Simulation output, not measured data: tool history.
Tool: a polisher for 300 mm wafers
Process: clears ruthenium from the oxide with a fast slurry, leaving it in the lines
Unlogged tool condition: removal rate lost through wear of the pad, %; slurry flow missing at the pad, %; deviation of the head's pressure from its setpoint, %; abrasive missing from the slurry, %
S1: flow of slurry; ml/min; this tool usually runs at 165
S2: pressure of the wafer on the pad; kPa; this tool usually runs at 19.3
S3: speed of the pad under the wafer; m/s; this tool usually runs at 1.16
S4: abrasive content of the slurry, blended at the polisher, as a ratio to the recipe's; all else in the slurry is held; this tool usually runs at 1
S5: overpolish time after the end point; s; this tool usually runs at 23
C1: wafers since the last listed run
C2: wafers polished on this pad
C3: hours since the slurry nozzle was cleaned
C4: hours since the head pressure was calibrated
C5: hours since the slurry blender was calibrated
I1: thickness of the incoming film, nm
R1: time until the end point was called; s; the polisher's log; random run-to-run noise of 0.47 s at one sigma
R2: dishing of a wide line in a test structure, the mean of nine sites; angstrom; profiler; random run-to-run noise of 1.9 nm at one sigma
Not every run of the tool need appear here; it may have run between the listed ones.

run 1 day=0 | S1=165 S2=19.3 S3=0.86 S4=1 S5=23 | C1=0 C2=29 C3=142.6 C4=1323.9 C5=273.2 | I1=281.6 | R1=70.9 R2=590
run 2 day=0.862 | S1=165 S2=19.3 S3=0.86 S4=1 S5=23 | C1=171 C2=200 C3=163.3 C4=1344.6 C5=293.9 | I1=278.4 | R1=71.2 R2=567
run 3 day=2.525 | S1=165 S2=19.3 S3=0.86 S4=1 S5=23 | C1=329 C2=530 C3=203.2 C4=1384.5 C5=333.8 | I1=276.8 | R1=72.6 R2=604
-- day=3.046 worn pad replaced by a new one
run 4 day=3.521 | S1=165 S2=19.3 S3=1.16 S4=1 S5=23 | C1=164 C2=94 C3=227.1 C4=1408.4 C5=357.7 | I1=280.8 | R1=55.1 R2=750
run 5 day=4.238 | S1=165 S2=19.3 S3=1.16 S4=1 S5=23 | C1=142 C2=236 C3=244.3 C4=1425.6 C5=374.9 | I1=277.4 | R1=55 R2=712
run 6 day=5.171 | S1=165 S2=19.3 S3=1.16 S4=1 S5=23 | C1=185 C2=422 C3=266.7 C4=1448 C5=397.3 | I1=276 | R1=54.3 R2=734
-- day=5.979 worn pad replaced by a new one
run 7 day=6 | S1=165 S2=19.3 S3=1.16 S4=1 S5=23 | C1=131 C2=4 C3=286.6 C4=1467.9 C5=417.2 | I1=280.7 | R1=55.8 R2=708
-- day=6.596 head pressure recalibrated
-- day=6.996 slurry blender recalibrated
run 8 day=7.058 | S1=165 S2=22.8 S3=1.16 S4=1 S5=23 | C1=176 C2=181 C3=312 C4=11.1 C5=1.5 | I1=282.3 | R1=41.1 R2=913
run 9 day=8.108 | S1=105 S2=22.1 S3=1.16 S4=1 S5=23 | C1=208 C2=389 C3=337.2 C4=36.3 C5=26.7 | I1=277.7 | R1=47.2 R2=822
run 10 day=9.212 | S1=165 S2=19.3 S3=1.36 S4=1 S5=31 | C1=219 C2=608 C3=363.7 C4=62.8 C5=53.2 | I1=278.9 | R1=40.9 R2=1112
-- day=9.717 worn pad replaced by a new one
-- day=10.079 slurry nozzle cleaned
run 11 day=10.417 | S1=165 S2=19.3 S3=1.16 S4=1 S5=23 | C1=197 C2=130 C3=8.1 C4=91.7 C5=82.1 | I1=276.1 | R1=43.7 R2=877
run 12 day=11.621 | S1=185 S2=23.4 S3=0.92 S4=1 S5=23 | C1=239 C2=369 C3=37 C4=120.6 C5=111 | I1=278.5 | R1=45.7 R2=823
run 13 day=12.454 | S1=165 S2=19.3 S3=1.16 S4=1 S5=23 | C1=165 C2=534 C3=57 C4=140.6 C5=131 | I1=279.2 | R1=44.6 R2=868
-- day=12.817 worn pad replaced by a new one
run 14 day=13.367 | S1=165 S2=19.3 S3=1.16 S4=1 S5=23 | C1=148 C2=108 C3=78.9 C4=162.5 C5=152.9 | I1=283.3 | R1=46 R2=802
run 15 day=14.583 | S1=225 S2=24.1 S3=1.16 S4=1 S5=23 | C1=241 C2=350 C3=108.1 C4=191.7 C5=182.1 | I1=280.6 | R1=36 R2=1045

Expected results for the next run?
run 16 day=15.425 | S1=165 S2=19.3 S3=1.16 S4=1 S5=30 | C1=167 C2=517 C3=128.3 C4=211.9 C5=202.3 | I1=279.5 | R1=? R2=?

Run 16 came out at R1 47.8 s, R2 994 angstrom.
With no hidden state in the tool, this same run would have given R1 44.5 s, R2 1045 angstrom.

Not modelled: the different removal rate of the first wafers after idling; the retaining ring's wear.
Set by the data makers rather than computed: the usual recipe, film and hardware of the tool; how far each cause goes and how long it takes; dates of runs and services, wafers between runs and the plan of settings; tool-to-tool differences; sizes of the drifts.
